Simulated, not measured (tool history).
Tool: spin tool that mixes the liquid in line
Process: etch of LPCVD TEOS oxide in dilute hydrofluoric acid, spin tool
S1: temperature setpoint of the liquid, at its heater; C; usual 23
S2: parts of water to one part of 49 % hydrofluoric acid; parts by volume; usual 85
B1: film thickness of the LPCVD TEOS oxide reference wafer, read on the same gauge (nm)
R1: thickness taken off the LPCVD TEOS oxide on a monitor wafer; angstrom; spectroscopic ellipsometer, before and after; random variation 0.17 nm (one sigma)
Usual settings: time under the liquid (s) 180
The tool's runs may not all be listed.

run 1 hour=0 | S1=23 S2=85 time_under_the_liquid_(s)=180 | B1=129.98 | R1=477.2
run 2 hour=35.4 | S1=23 S2=85 time_under_the_liquid_(s)=180 | B1=129.97 | R1=479.8
run 3 hour=64.4 | S1=23 S2=85 time_under_the_liquid_(s)=180 | B1=130.02 | R1=480.4
run 4 hour=92.8 | S1=23 S2=85 time_under_the_liquid_(s)=180 | B1=129.97 | R1=478.7
run 5 hour=106.7 | S1=23 S2=85 time_under_the_liquid_(s)=180 | B1=129.98 | R1=478.8
run 6 hour=135.7 | S1=23 S2=85 time_under_the_liquid_(s)=180 | B1=130.02 | R1=474.9
run 7 hour=156.1 | S1=23 S2=85 time_under_the_liquid_(s)=265 | B1=130.01 | R1=702.5
run 8 hour=184.4 | S1=23 S2=85 time_under_the_liquid_(s)=180 | B1=129.99 | R1=475.8
run 9 hour=197.4 | S1=23 S2=85 time_under_the_liquid_(s)=180 | B1=130.02 | R1=473.3
run 10 hour=229 | S1=23 S2=85 time_under_the_liquid_(s)=115 | B1=130.04 | R1=302.8
-- hour=233.6 gauge calibrated
run 11 hour=252.8 | S1=23 S2=85 time_under_the_liquid_(s)=115 | B1=130.02 | R1=303.6
run 12 hour=276.8 | S1=23 S2=85 time_under_the_liquid_(s)=115 | B1=130 | R1=304.1
run 13 hour=290.2 | S1=23 S2=85 time_under_the_liquid_(s)=180 | B1=129.99 | R1=476.7
run 14 hour=312.7 | S1=23 S2=85 time_under_the_liquid_(s)=180 | B1=129.98 | R1=475.7
run 15 hour=331.7 | S1=23 S2=50 time_under_the_liquid_(s)=100 | B1=130.02 | R1=467.4
-- hour=387.7 hydrofluoric acid flow meter replaced
run 16 hour=390.2 | S1=23 S2=85 time_under_the_liquid_(s)=115 | B1=129.99 | R1=310.9
run 17 hour=410.1 | S1=24.5 S2=50 time_under_the_liquid_(s)=245 | B1=129.97 | R1=1253.6
-- hour=487.6 thermometer replaced
run 18 hour=493.3 | S1=27.5 S2=120 time_under_the_liquid_(s)=180 | B1=129.99 | R1=392.6
run 19 hour=592.2 | S1=23 S2=85 time_under_the_liquid_(s)=180 | B1=130 | R1=486.4
run 20 hour=618.9 | S1=28 S2=100 time_under_the_liquid_(s)=180 | B1=130.03 | R1=490.8
run 21 hour=634.7 | S1=20 S2=95 time_under_the_liquid_(s)=180 | B1=130.01 | R1=378.2
run 22 hour=669.1 | S1=23 S2=85 time_under_the_liquid_(s)=180 | B1=129.99 | R1=485
run 23 hour=704.6 | S1=23 S2=55 time_under_the_liquid_(s)=125 | B1=130.03 | R1=541.2
run 24 hour=725.2 | S1=19.5 S2=85 time_under_the_liquid_(s)=245 | B1=129.99 | R1=568.2
run 25 hour=747.3 | S1=25.5 S2=120 time_under_the_liquid_(s)=265 | B1=130.01 | R1=536.4
run 26 hour=760.9 | S1=23 S2=85 time_under_the_liquid_(s)=180 | B1=129.99 | R1=484

What the log doesn't show, run by run:
liquid hotter than its thermometer reads (K): 0 in every run
gauge reads high (%): 0 in every run
H1: hydrofluoric acid flow below the setpoint (%)
run=1 H1=1.73
run=2 H1=1.83
run=3 H1=1.91
run=4 H1=1.99
run=5 H1=2.03
run=6 H1=2.11
run=7 H1=2.16
run=8 H1=2.24
run=9 H1=2.28
run=10 H1=2.37
run=11 H1=2.43
run=12 H1=2.5
run=13 H1=2.54
run=14 H1=2.6
run=15 H1=2.65
run=16 H1=0.0435
run=17 H1=0.0989
run=18 H1=0.33
run=19 H1=0.606
run=20 H1=0.68
run=21 H1=0.724
run=22 H1=0.82
run=23 H1=0.919
run=24 H1=0.976
run=25 H1=1.04
run=26 H1=1.08
